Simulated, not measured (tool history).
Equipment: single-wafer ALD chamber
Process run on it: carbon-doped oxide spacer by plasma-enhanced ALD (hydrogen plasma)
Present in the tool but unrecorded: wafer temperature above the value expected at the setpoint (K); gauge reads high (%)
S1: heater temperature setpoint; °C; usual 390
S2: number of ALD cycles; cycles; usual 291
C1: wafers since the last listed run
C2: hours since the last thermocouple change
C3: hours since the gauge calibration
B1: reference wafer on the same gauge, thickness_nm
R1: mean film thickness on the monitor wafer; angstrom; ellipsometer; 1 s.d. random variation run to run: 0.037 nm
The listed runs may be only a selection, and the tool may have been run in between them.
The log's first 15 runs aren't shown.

| run | hour | S1 | S2 | C1 | C2 | C3 | B1 | R1 |
|---|---|---|---|---|---|---|---|---|
|  | 211.3 | gauge calibrated |
| 16 | 223.3 | 379 | 291 | 64 | 1618.9 | 12.0 | 17.528 | 148.83 |
| 17 | 234.3 | 390 | 291 | 18 | 1629.9 | 23.0 | 17.555 | 149.25 |
| 18 | 243.0 | 390 | 344 | 14 | 1638.6 | 31.7 | 17.584 | 175.52 |
| 19 | 258.8 | 376 | 291 | 26 | 1654.4 | 47.5 | 17.597 | 148.87 |
| 20 | 265.9 | 390 | 291 | 11 | 1661.5 | 54.6 | 17.598 | 149.44 |
| 21 | 283.4 | 404 | 320 | 29 | 1679.0 | 72.1 | 17.656 | 162.11 |
| 22 | 295.1 | 396 | 329 | 19 | 1690.7 | 83.8 | 17.636 | 169.83 |
| 23 | 310.7 | 385 | 291 | 26 | 1706.3 | 99.4 | 17.668 | 150.18 |
| 24 | 328.3 | 401 | 327 | 29 | 1723.9 | 117.0 | 17.682 | 167.94 |
| 25 | 339.6 | 378 | 331 | 19 | 1735.2 | 128.3 | 17.723 | 170.73 |
|  | 363.6 | thermocouple changed; heater temperature recalibrated |
| 26 | 385.5 | 401 | 338 | 63 | 21.9 | 174.2 | 17.729 | 173.88 |
| 27 | 394.9 | 385 | 291 | 15 | 31.3 | 183.6 | 17.731 | 150.73 |
| 28 | 402.6 | 390 | 291 | 12 | 39.0 | 191.3 | 17.749 | 150.53 |
| 29 | 412.7 | 390 | 326 | 17 | 49.1 | 201.4 | 17.753 | 168.39 |
| 30 | 420.8 | 400 | 260 | 13 | 57.2 | 209.5 | 17.745 | 134.93 |
| 31 | 431.4 | 390 | 261 | 17 | 67.8 | 220.1 | 17.765 | 136.11 |
| 32 | 461.2 | 390 | 291 | 50 | 97.6 | 249.9 | 17.775 | 151.27 |
| 33 | 467.3 | 390 | 328 | 10 | 103.7 | 256.0 | 17.765 | 169.95 |

5 options for the next run, each taken on its own from the tool as it stands now. Forecast them:
| A | 468.1 | 390 | 291 | 1 | 104.5 | 256.8 | ? | ? |
| B | 468.1 | 404 | 323 | 1 | 104.5 | 256.8 | ? | ? |
| C | 468.1 | 390 | 315 | 1 | 104.5 | 256.8 | ? | ? |
| D | 468.1 | 395 | 255 | 1 | 104.5 | 256.8 | ? | ? |
| E | 468.1 | 378 | 291 | 1 | 104.5 | 256.8 | ? | ? |

| run | B1 | R1 |
|---|---|---|
| A | 17.807 | 151.07 |
| B | 17.807 | 165.12 |
| C | 17.807 | 163.53 |
| D | 17.807 | 132.38 |
| E | 17.807 | 151.07 |
The same runs, with their run-to-run variation unchanged, on a tool lacking any hidden condition would have given:
| run | R1 |
|---|---|
| A | 149.48 |
| B | 163.39 |
| C | 161.81 |
| D | 130.99 |
| E | 149.48 |
